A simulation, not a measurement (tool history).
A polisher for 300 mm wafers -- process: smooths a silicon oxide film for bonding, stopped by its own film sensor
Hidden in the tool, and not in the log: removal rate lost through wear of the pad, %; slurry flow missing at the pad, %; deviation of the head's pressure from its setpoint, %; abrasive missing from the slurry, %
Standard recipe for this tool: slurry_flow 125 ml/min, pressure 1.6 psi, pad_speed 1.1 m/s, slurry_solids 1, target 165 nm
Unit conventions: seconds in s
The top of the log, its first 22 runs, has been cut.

run    hour  slurry_flow  pressure  pad_speed  slurry_solids  target  wafers since the last listed run  wafers polished on this pad  hours since the slurry nozzle was cleaned  hours since the head pressure was calibrated  hours since the slurry blender was calibrated  incoming thickness of the incoming film, nm  seconds
 23  1936.8          125       1.6        1.1              1     165                               811                         7711                                      519.1                                         140.8                                           62.6                                        192.2     50.4
 24  2008.3          125       1.3        1.1              1     165                              1091                         8802                                      590.6                                         212.3                                          134.1                                        192.3     59.5
     2009.6  -- slurry nozzle cleaned
     2012.7  -- worn pad replaced by a new one
 25  2092.2          125       1.2       1.28              1     158                              1216                         1212                                       82.6                                         296.2                                            218                                        190.9     71.5
 26  2173.5          125       1.6       0.88           1.15     165                              1240                         2453                                      163.9                                         377.5                                          299.3                                        192.1     57.6
 27  2270.3          125       1.6        1.1              1     159                              1477                         3930                                      260.7                                         474.3                                          396.1                                        189.3     62.6
 28    2319          125       1.4        1.4              1     168                               743                         4673                                      309.4                                           523                                          444.8                                        189.1     40.1
 29  2416.8           85       1.6        1.1              1     165                              1492                         6165                                      407.2                                         620.8                                          542.6                                        188.1     54.6
 30  2497.7          125       1.6        1.1              1     165                              1234                         7400                                      488.1                                         701.7                                          623.5                                        188.1     50.6

Each row is a separate what-if for the run after 30, all from the same tool condition, not one after another. Results?
  A  2498.1          125       1.6        1.1              1     162                                 6                         7406                                      488.5                                         702.1                                          623.9                                        192.2        ?
  B  2498.1          145         1       1.22              1     165                                 6                         7406                                      488.5                                         702.1                                          623.9                                        192.2        ?
  C  2498.1          160       1.6       1.32              1     165                                 6                         7406                                      488.5                                         702.1                                          623.9                                        192.2        ?
  D  2498.1          125       1.6       0.72              1     165                                 6                         7406                                      488.5                                         702.1                                          623.9                                        192.2        ?

run  seconds
  A     66.4
  B     74.4
  C     50.6
  D       78
Had the tool no hidden state, the same runs would have come out as:
run  seconds
  A     54.2
  B     60.7
  C     41.3
  D     63.6
